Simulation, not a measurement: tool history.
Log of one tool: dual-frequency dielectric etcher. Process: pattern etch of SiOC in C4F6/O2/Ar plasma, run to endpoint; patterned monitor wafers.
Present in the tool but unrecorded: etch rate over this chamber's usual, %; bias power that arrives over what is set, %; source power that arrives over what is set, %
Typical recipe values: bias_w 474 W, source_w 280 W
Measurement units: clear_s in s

run	day	bias_w	source_w	wafers since the last listed run	hours since the last wet clean	hours since the last bias power generator calibration	hours since the last source power generator calibration	hours since the last upper electrode change	incoming incoming film thickness, nm	clear_s
1	0.000	474	250	0	290.9	1869.2	4310.9	4799.6	48.20	18.5
2	0.321	474	250	130	298.6	1876.9	4318.6	4807.3	48.04	18.4
3	0.900	474	250	235	312.5	1890.8	4332.5	4821.2	48.22	18.5
4	1.633	474	280	298	330.1	1908.4	4350.1	4838.8	48.21	18.1
5	3.800	474	280	882	382.1	1960.4	4402.1	4890.8	47.85	17.9
# day 4.192: bias power generator calibrated
6	4.212	474	280	100	392.0	0.5	4412.0	4900.7	48.29	18.1
7	4.521	398	310	125	399.4	7.9	4419.4	4908.1	47.81	18.7
8	4.838	549	310	128	407.0	15.5	4427.0	4915.7	48.15	16.4
9	5.262	549	310	173	417.2	25.7	4437.2	4925.9	47.88	16.5
10	5.529	549	310	108	423.6	32.1	4443.6	4932.3	48.31	16.5
11	6.233	474	250	286	440.5	49.0	4460.5	4949.2	48.34	18.6
# day 6.742: source power generator calibrated
12	6.858	474	260	186	455.5	64.0	2.8	4964.2	47.76	18.4
# day 7.958: upper electrode replaced
13	7.979	474	210	49	482.4	90.9	29.7	0.5	48.03	19.3
14	7.992	372	240	5	482.7	91.2	30.0	0.8	47.48	20.5
# day 9.092: wet clean of the chamber
15	9.112	474	310	49	0.5	118.1	56.9	27.7	48.19	17.2
16	9.125	441	350	5	0.8	118.4	57.2	28.0	48.10	17.1
17	9.138	568	320	5	1.1	118.7	57.5	28.3	47.91	15.7
18	9.500	545	230	147	9.8	127.4	66.2	37.0	48.02	17.4
19	10.058	383	220	227	23.2	140.8	79.6	50.4	47.57	20.1
20	10.675	413	210	251	38.0	155.6	94.4	65.2	48.31	20.1
21	11.417	474	280	301	55.8	173.4	112.2	83.0	48.41	17.9

Measured minus without-hidden-state, run by run (identical run-to-run variation in each term; gauge scatter may differ):
run	clear_s
1	+0.3
2	+0.4
3	+0.3
4	+0.4
5	+0.4
6	+0.5
7	+0.4
8	+0.4
9	+0.4
10	+0.4
11	+0.5
12	+0.5
13	+0.5
14	+0.6
15	+0.0
16	+0.0
17	+0.0
18	+0.0
19	+0.0
20	+0.0
21	+0.1
